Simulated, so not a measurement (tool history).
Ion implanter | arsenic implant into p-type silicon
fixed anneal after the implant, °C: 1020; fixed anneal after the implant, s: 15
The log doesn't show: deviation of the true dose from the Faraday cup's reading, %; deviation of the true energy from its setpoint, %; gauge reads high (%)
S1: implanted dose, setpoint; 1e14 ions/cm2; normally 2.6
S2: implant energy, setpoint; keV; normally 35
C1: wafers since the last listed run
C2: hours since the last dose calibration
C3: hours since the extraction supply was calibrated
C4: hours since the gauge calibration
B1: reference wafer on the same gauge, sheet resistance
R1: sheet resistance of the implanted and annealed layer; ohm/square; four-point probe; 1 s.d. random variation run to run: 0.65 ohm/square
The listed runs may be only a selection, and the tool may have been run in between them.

{"run": 1, "hour": 0.0, "S1": 2.6, "S2": 35, "C1": 0, "C2": 1238.7, "C3": 3258.5, "C4": 285, "B1": 310.07, "R1": 303.71}
{"run": 2, "hour": 19.3, "S1": 2.6, "S2": 35, "C1": 537, "C2": 1258, "C3": 3277.8, "C4": 304.3, "B1": 309.93, "R1": 304.54}
{"run": 3, "hour": 31.7, "S1": 2.6, "S2": 35, "C1": 345, "C2": 1270.4, "C3": 3290.2, "C4": 316.7, "B1": 310, "R1": 303.9}
{"run": 4, "hour": 61.2, "S1": 2.6, "S2": 35, "C1": 822, "C2": 1299.9, "C3": 3319.7, "C4": 346.2, "B1": 309.91, "R1": 305.2}
{"run": 5, "hour": 104.8, "S1": 2.6, "S2": 35, "C1": 1214, "C2": 1343.5, "C3": 3363.3, "C4": 389.8, "B1": 309.96, "R1": 304.65}
{"run": 6, "hour": 130.9, "S1": 2.6, "S2": 35, "C1": 727, "C2": 1369.6, "C3": 3389.4, "C4": 415.9, "B1": 309.93, "R1": 304.61}
{"run": 7, "hour": 147.8, "S1": 2.6, "S2": 35, "C1": 470, "C2": 1386.5, "C3": 3406.3, "C4": 432.8, "B1": 310.09, "R1": 303.99}
{"run": 8, "hour": 170.1, "S1": 2.6, "S2": 35, "C1": 621, "C2": 1408.8, "C3": 3428.6, "C4": 455.1, "B1": 310.04, "R1": 303.86}
{"run": 9, "hour": 188.8, "S1": 2.6, "S2": 35, "C1": 521, "C2": 1427.5, "C3": 3447.3, "C4": 473.8, "B1": 309.92, "R1": 303.77}
{"hour": 190.5, "done": "gauge calibrated"}
{"run": 10, "hour": 213.8, "S1": 2.6, "S2": 35, "C1": 696, "C2": 1452.5, "C3": 3472.3, "C4": 23.3, "B1": 310, "R1": 303.22}
{"hour": 226.9, "done": "extraction supply calibrated"}
{"run": 11, "hour": 228.5, "S1": 2.6, "S2": 35, "C1": 186, "C2": 1467.2, "C3": 1.6, "C4": 38, "B1": 310.04, "R1": 304.77}
{"run": 12, "hour": 243.1, "S1": 3.14, "S2": 46, "C1": 406, "C2": 1481.8, "C3": 16.2, "C4": 52.6, "B1": 310.03, "R1": 252.79}
{"run": 13, "hour": 255.6, "S1": 1.89, "S2": 27.5, "C1": 348, "C2": 1494.3, "C3": 28.7, "C4": 65.1, "B1": 309.98, "R1": 399.4}
{"run": 14, "hour": 280.8, "S1": 2.6, "S2": 35, "C1": 702, "C2": 1519.5, "C3": 53.9, "C4": 90.3, "B1": 310.07, "R1": 303.11}
{"run": 15, "hour": 302.3, "S1": 3.19, "S2": 45, "C1": 599, "C2": 1541, "C3": 75.4, "C4": 111.8, "B1": 309.96, "R1": 251.96}
{"hour": 322.7, "done": "Faraday cup replaced and dose calibrated"}
{"run": 16, "hour": 323.2, "S1": 3.09, "S2": 35, "C1": 359, "C2": 0.5, "C3": 96.3, "C4": 132.7, "B1": 309.95, "R1": 274.08}
{"run": 17, "hour": 351.3, "S1": 2.6, "S2": 26, "C1": 783, "C2": 28.6, "C3": 124.4, "C4": 160.8, "B1": 310.09, "R1": 324.5}

Estimate the outcome of run 18 from the log above:
{"run": 18, "hour": 363.4, "S1": 2.93, "S2": 29.5, "C1": 337, "C2": 40.7, "C3": 136.5, "C4": 172.9, "B1": "?", "R1": "?"}

Run 18 measured B1 309.94, R1 290.62 ohm/square.
On a tool with no hidden condition, and with the same random variation, this run would have come out at R1 292.73 ohm/square.
